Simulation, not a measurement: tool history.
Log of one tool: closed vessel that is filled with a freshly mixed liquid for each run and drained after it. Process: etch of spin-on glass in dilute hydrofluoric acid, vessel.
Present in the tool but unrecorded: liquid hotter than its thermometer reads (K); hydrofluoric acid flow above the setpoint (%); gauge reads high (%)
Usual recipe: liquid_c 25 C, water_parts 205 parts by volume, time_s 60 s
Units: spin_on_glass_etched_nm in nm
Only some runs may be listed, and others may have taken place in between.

run	hour	liquid_c	water_parts	time_s	wafers since the last listed run	hours since the thermometer was replaced	hours since the hydrofluoric acid flow meter was replaced	hours since the gauge calibration	read-back film thickness of the spin-on glass reference wafer, read on the same gauge (nm)	spin_on_glass_etched_nm
1	0	25	205	60	0	2164.9	576.7	147.3	110	13.42
2	34	25	205	60	2468	2198.9	610.7	181.3	110.02	13.5
3	50.9	25	205	60	1226	2215.8	627.6	198.2	109.98	13.5
4	82.9	26.5	205	60	2323	2247.8	659.6	230.2	110	14.24
# hour 91.9: gauge calibrated
5	100.1	26.5	205	60	1248	2265	676.8	8.2	110.02	14.28
6	118.6	26.5	205	60	1343	2283.5	695.3	26.7	110.01	14.36
7	130.7	25	205	60	878	2295.6	707.4	38.8	110	13.47
# hour 137.3: hydrofluoric acid flow meter replaced
8	148.8	25	205	60	1241	2313.7	11.5	56.9	109.99	12.02
9	182.2	21.5	205	60	2424	2347.1	44.9	90.3	110.01	10.75
10	207	25	205	60	1800	2371.9	69.7	115.1	110.03	12.3
11	219.2	28.5	270	90	885	2384.1	81.9	127.3	110	14.68
12	249.3	30	280	60	2185	2414.2	112	157.4	110.02	9.81
13	276.2	20.5	205	60	1952	2441.1	138.9	184.3	110.02	10.55
14	296.5	28.5	120	30	1473	2461.4	159.2	204.6	110.02	13.17
# hour 298.3: thermometer replaced
# hour 326.2: gauge calibrated
15	326.4	23.5	115	60	2098	28.1	189.1	0.2	110.01	23.12
16	356.3	25	170	60	2170	58	219	30.1	110.02	15.84
17	374.8	25	290	60	1343	76.5	237.5	48.6	109.97	8.17
18	396.3	25	205	60	1560	98	259	70.1	110.03	12.53
19	419.1	26.5	205	60	1655	120.8	281.8	92.9	110	13.31

Below, each run's measurement less what the same run would have read without the hidden state. Both values contain the same run-to-run variation, but the gauge's scatter may not be the same in both:
run	spin_on_glass_etched_nm
1	+1.43
2	+1.5
3	+1.53
4	+1.69
5	+1.73
6	+1.77
7	+1.68
8	+0.11
9	+0.16
10	+0.24
11	+0.33
12	+0.27
13	+0.31
14	+0.42
15	+0.83
16	+0.68
17	+0.4
18	+0.63
19	+0.72

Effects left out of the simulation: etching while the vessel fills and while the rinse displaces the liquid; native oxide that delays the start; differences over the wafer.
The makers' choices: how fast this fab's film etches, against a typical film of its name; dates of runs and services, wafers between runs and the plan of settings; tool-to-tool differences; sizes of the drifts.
